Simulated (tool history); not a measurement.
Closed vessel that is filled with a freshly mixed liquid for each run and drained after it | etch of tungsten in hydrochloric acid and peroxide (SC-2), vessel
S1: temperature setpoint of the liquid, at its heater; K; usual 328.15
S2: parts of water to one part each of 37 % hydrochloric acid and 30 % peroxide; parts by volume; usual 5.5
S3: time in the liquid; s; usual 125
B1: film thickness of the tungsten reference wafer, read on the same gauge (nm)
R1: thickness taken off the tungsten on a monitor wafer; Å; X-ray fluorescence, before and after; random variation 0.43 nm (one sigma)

| run | hour | S1 | S2 | S3 | B1 | R1 |
|---|---|---|---|---|---|---|
| 1 | 0.0 | 328.15 | 5.5 | 125 | 30.01 | 421.9 |
|  | 74.5 | thermometer replaced |
| 2 | 75.3 | 328.15 | 5.5 | 125 | 29.99 | 420.5 |
| 3 | 136.1 | 332.15 | 5.5 | 65 | 30.01 | 279.2 |
| 4 | 193.3 | 332.15 | 5.5 | 65 | 29.98 | 274.1 |
| 5 | 273.0 | 328.15 | 5.5 | 125 | 30.00 | 407.4 |
| 6 | 357.7 | 328.15 | 5.5 | 125 | 30.00 | 400.6 |
| 7 | 411.4 | 328.15 | 5.5 | 125 | 29.98 | 405.9 |
|  | 453.1 | new drum of peroxide connected |
| 8 | 477.5 | 323.15 | 5.5 | 125 | 29.99 | 310.7 |
| 9 | 547.4 | 323.15 | 5.5 | 125 | 30.01 | 300.8 |
| 10 | 588.0 | 323.15 | 5.5 | 125 | 30.00 | 303.3 |
| 11 | 636.0 | 328.15 | 5.5 | 70 | 30.00 | 235.4 |
|  | 684.4 | gauge calibrated |
|  | 694.6 | chemicals flow meter replaced |
|  | 699.1 | thermometer replaced |
| 12 | 732.1 | 328.15 | 5.5 | 70 | 29.99 | 255.2 |
| 13 | 772.6 | 328.15 | 5.5 | 70 | 29.99 | 256.5 |
| 14 | 870.0 | 337.15 | 5.5 | 125 | 29.98 | 785.8 |
| 15 | 974.7 | 324.15 | 5.5 | 100 | 30.00 | 275.4 |
| 16 | 1144.3 | 328.15 | 5.5 | 125 | 29.99 | 441.9 |
|  | 1234.6 | thermometer replaced |
| 17 | 1237.6 | 328.15 | 5.5 | 125 | 30.01 | 438.1 |
| 18 | 1327.1 | 322.15 | 7.0 | 125 | 29.99 | 237.3 |
| 19 | 1366.8 | 332.15 | 5.5 | 65 | 30.01 | 285.8 |
|  | 1460.1 | new drum of peroxide connected |
| 20 | 1471.8 | 321.15 | 5.5 | 125 | 30.01 | 285.7 |
| 21 | 1549.1 | 322.65 | 4.0 | 125 | 30.01 | 396.6 |
| 22 | 1653.2 | 331.15 | 4.0 | 165 | 29.99 | 891.3 |
| 23 | 1747.1 | 335.65 | 4.5 | 125 | 29.99 | 814.8 |
|  | 1773.7 | thermometer replaced |
| 24 | 1851.2 | 328.15 | 4.0 | 70 | 30.02 | 305.7 |
|  | 1916.5 | gauge calibrated |
| 25 | 2089.6 | 334.15 | 4.0 | 65 | 29.99 | 406.0 |
| 26 | 2158.2 | 325.15 | 4.0 | 125 | 29.99 | 442.6 |

The tool's hidden state at each run:
liquid colder than its thermometer reads (K): 0 in every run
gauge reads high (%): 0 in every run
H1: chemicals flow below the setpoint (%)
H2: peroxide weaker than its label (%)
| run | H1 | H2 |
|---|---|---|
| 1 | 9.65 | 4.4 |
| 2 | 10.1 | 4.94 |
| 3 | 10.5 | 5.37 |
| 4 | 10.8 | 5.78 |
| 5 | 11.3 | 6.35 |
| 6 | 11.8 | 6.95 |
| 7 | 12.1 | 7.34 |
| 8 | 12.5 | 0.975 |
| 9 | 12.9 | 1.47 |
| 10 | 13.1 | 1.76 |
| 11 | 13.4 | 2.11 |
| 12 | 0.999 | 2.79 |
| 13 | 1.24 | 3.08 |
| 14 | 1.82 | 3.77 |
| 15 | 2.44 | 4.52 |
| 16 | 3.44 | 5.73 |
| 17 | 4 | 6.4 |
| 18 | 4.53 | 7.03 |
| 19 | 4.76 | 7.32 |
| 20 | 5.39 | 0.0935 |
| 21 | 5.85 | 0.645 |
| 22 | 6.46 | 1.39 |
| 23 | 7.02 | 2.06 |
| 24 | 7.64 | 2.8 |
| 25 | 9.05 | 4.5 |
| 26 | 9.46 | 4.99 |
